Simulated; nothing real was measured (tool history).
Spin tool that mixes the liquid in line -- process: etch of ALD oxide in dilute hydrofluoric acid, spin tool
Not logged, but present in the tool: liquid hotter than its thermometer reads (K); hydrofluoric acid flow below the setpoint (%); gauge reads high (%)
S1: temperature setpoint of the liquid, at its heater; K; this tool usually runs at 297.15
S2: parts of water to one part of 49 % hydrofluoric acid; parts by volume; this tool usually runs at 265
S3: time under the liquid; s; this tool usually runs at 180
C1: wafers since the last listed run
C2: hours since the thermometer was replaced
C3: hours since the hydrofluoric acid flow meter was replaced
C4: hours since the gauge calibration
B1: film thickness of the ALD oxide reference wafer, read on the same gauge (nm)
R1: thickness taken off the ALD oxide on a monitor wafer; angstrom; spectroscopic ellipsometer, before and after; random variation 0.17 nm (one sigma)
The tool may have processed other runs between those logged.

{"run": 1, "hour": 0.0, "S1": 297.15, "S2": 205, "S3": 180, "C1": 0, "C2": 1014.7, "C3": 457.7, "C4": 206.4, "B1": 40.0, "R1": 251.9}
{"run": 2, "hour": 12.5, "S1": 297.15, "S2": 205, "S3": 180, "C1": 111, "C2": 1027.2, "C3": 470.2, "C4": 218.9, "B1": 40.02, "R1": 250.1}
{"run": 3, "hour": 66.3, "S1": 297.15, "S2": 205, "S3": 180, "C1": 481, "C2": 1081.0, "C3": 524.0, "C4": 272.7, "B1": 40.01, "R1": 254.0}
{"run": 4, "hour": 77.6, "S1": 297.15, "S2": 265, "S3": 180, "C1": 101, "C2": 1092.3, "C3": 535.3, "C4": 284.0, "B1": 40.04, "R1": 185.6}
{"run": 5, "hour": 92.2, "S1": 297.15, "S2": 265, "S3": 180, "C1": 130, "C2": 1106.9, "C3": 549.9, "C4": 298.6, "B1": 40.01, "R1": 186.3}
{"run": 6, "hour": 103.0, "S1": 297.15, "S2": 265, "S3": 180, "C1": 96, "C2": 1117.7, "C3": 560.7, "C4": 309.4, "B1": 39.98, "R1": 181.5}
{"run": 7, "hour": 134.5, "S1": 297.15, "S2": 265, "S3": 180, "C1": 281, "C2": 1149.2, "C3": 592.2, "C4": 340.9, "B1": 40.04, "R1": 182.1}
{"run": 8, "hour": 150.2, "S1": 297.15, "S2": 335, "S3": 110, "C1": 140, "C2": 1164.9, "C3": 607.9, "C4": 356.6, "B1": 40.01, "R1": 83.3}
{"run": 9, "hour": 157.4, "S1": 297.15, "S2": 265, "S3": 180, "C1": 64, "C2": 1172.1, "C3": 615.1, "C4": 363.8, "B1": 40.01, "R1": 185.8}
{"run": 10, "hour": 165.8, "S1": 297.15, "S2": 265, "S3": 180, "C1": 75, "C2": 1180.5, "C3": 623.5, "C4": 372.2, "B1": 40.01, "R1": 183.9}
{"run": 11, "hour": 179.7, "S1": 293.65, "S2": 265, "S3": 90, "C1": 124, "C2": 1194.4, "C3": 637.4, "C4": 386.1, "B1": 39.98, "R1": 80.5}
{"hour": 180.5, "done": "gauge calibrated"}
{"run": 12, "hour": 188.4, "S1": 297.15, "S2": 265, "S3": 150, "C1": 77, "C2": 1203.1, "C3": 646.1, "C4": 7.9, "B1": 40.0, "R1": 152.7}
{"hour": 196.5, "done": "hydrofluoric acid flow meter replaced"}
{"hour": 207.0, "done": "thermometer replaced"}
{"run": 13, "hour": 207.5, "S1": 300.15, "S2": 265, "S3": 210, "C1": 153, "C2": 0.5, "C3": 11.0, "C4": 27.0, "B1": 40.02, "R1": 232.0}
{"run": 14, "hour": 224.0, "S1": 295.15, "S2": 325, "S3": 115, "C1": 147, "C2": 17.0, "C3": 27.5, "C4": 43.5, "B1": 40.01, "R1": 82.7}
{"run": 15, "hour": 239.3, "S1": 301.65, "S2": 320, "S3": 265, "C1": 136, "C2": 32.3, "C3": 42.8, "C4": 58.8, "B1": 40.01, "R1": 245.0}
{"run": 16, "hour": 254.2, "S1": 293.65, "S2": 265, "S3": 95, "C1": 133, "C2": 47.2, "C3": 57.7, "C4": 73.7, "B1": 40.0, "R1": 85.7}
{"run": 17, "hour": 294.4, "S1": 301.65, "S2": 335, "S3": 250, "C1": 359, "C2": 87.4, "C3": 97.9, "C4": 113.9, "B1": 40.01, "R1": 220.0}
{"run": 18, "hour": 304.2, "S1": 297.15, "S2": 265, "S3": 180, "C1": 87, "C2": 97.2, "C3": 107.7, "C4": 123.7, "B1": 40.0, "R1": 184.6}
{"run": 19, "hour": 322.2, "S1": 301.65, "S2": 265, "S3": 85, "C1": 161, "C2": 115.2, "C3": 125.7, "C4": 141.7, "B1": 40.02, "R1": 101.2}
{"run": 20, "hour": 336.4, "S1": 301.65, "S2": 395, "S3": 115, "C1": 127, "C2": 129.4, "C3": 139.9, "C4": 155.9, "B1": 40.0, "R1": 80.8}
{"run": 21, "hour": 347.0, "S1": 297.15, "S2": 205, "S3": 180, "C1": 94, "C2": 140.0, "C3": 150.5, "C4": 166.5, "B1": 39.99, "R1": 254.4}

Across each entry between runs, compare the hidden state at the last listed run before it with the hidden state at the first listed run after it:
Runs 11 to 12: gauge calibrated (hour 180.5)
  nothing in the hidden state changes from one run to the other
Runs 12 to 13: hydrofluoric acid flow meter replaced (hour 196.5); thermometer replaced (hour 207.0)
  nothing in the hidden state changes from one run to the other
